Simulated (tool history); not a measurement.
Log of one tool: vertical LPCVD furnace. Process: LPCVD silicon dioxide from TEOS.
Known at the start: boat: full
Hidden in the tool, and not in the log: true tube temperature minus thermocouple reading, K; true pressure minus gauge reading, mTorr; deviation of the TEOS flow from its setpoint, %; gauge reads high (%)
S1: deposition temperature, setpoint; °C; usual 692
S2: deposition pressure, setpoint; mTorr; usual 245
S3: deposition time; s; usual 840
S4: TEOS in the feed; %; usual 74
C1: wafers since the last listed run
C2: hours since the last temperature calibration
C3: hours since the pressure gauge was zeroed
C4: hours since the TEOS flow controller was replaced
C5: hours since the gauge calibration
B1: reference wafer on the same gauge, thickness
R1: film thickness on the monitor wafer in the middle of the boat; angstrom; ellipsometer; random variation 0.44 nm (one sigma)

run     day   S1   S2   S3  S4    C1      C2      C3      C4      C5     B1     R1
  1       0  692  245  840  74     0  2353.7   651.5  5903.9   104.1  94.76    813
  2   8.096  692  245  840  74  2652    2548   845.8  6098.2   298.4  96.06  822.2
  3  13.388  692  245  840  74  1733    2675   972.8  6225.2   425.4  96.68  824.1
  4  17.175  692  245  840  74  1241  2765.9  1063.7  6316.1   516.3  96.93  832.1
  5  21.192  692  245  840  74  1316  2862.3  1160.1  6412.5   612.7  97.24  831.8
  6  22.992  692  245  840  74   589  2905.5  1203.3  6455.7   655.9  97.45  836.5
  7   27.45  689  245  840  82  1460  3012.5  1310.3  6562.7   762.9  97.63  819.1
  8  30.758  692  245  840  74  1084  3091.9  1389.7  6642.1   842.3  97.69  838.4
  9  32.317  692  245  840  74   510  3129.3  1427.1  6679.5   879.7  97.75  842.6
 10  35.608  692  245  840  74  1078  3208.3  1506.1  6758.5   958.7  97.87    835
 11  37.533  692  245  930  74   630  3254.5  1552.3  6804.7  1004.9  97.91  934.7
 12  41.871  692  245  930  74  1421  3358.6  1656.4  6908.8    1109  98.04  933.8
     45.679  -- gauge calibrated
 13  46.333  692  200  840  85  1462  3465.7  1763.5  7015.9    15.7  93.64  773.2
     51.029  -- pressure gauge zeroed
 14   51.05  692  245  930  74  1217  3578.9     0.5  7129.1   128.9  94.74  894.4
 15  53.038  692  245  840  74   651  3626.6    48.2  7176.8   176.6  95.11  824.7
 16  57.304  701  245  840  74  1398    3729   150.6  7279.2     279  95.87   1013
     64.696  -- TEOS flow controller replaced
     68.642  -- thermocouples replaced and temperature profile calibrated
 17  68.662  692  245  600  74  3066     0.5   423.2    95.2   551.6  96.94  592.1
 18  71.508  692  245  840  74   932    68.8   491.5   163.5   619.9  97.12  824.4
 19  73.496  685  245  840  87   651   116.5   539.2   211.2   667.6  97.28  754.4
 20  77.062  689  185  990  68  1168   202.1   624.8   296.8   753.2  97.43  762.9
 21  87.754  692  245  840  74  3503   458.7   881.4   553.4  1009.8  97.64  836.6
 22  89.346  692  285  840  78   521   496.9   919.6   591.6    1048  97.87    925
 23  92.996  692  245  840  74  1195   584.5  1007.2   679.2  1135.6  97.91    831
 24  95.221  692  245  840  79   729   637.9  1060.6   732.6    1189  97.82  865.2

The same runs without the tool's hidden state, with the same run-to-run variation:
run     R1
  1  796.6
  2    794
  3  790.8
  4  795.8
  5  793.3
  6  796.9
  7  778.6
  8    796
  9  799.6
 10  791.6
 11  885.6
 12  884.1
 13  766.4
 14  876.2
 15  804.7
 16  981.4
 17  566.8
 18  787.7
 19    720
 20  726.9
 21  794.3
 22  877.9
 23  788.2
 24  820.4
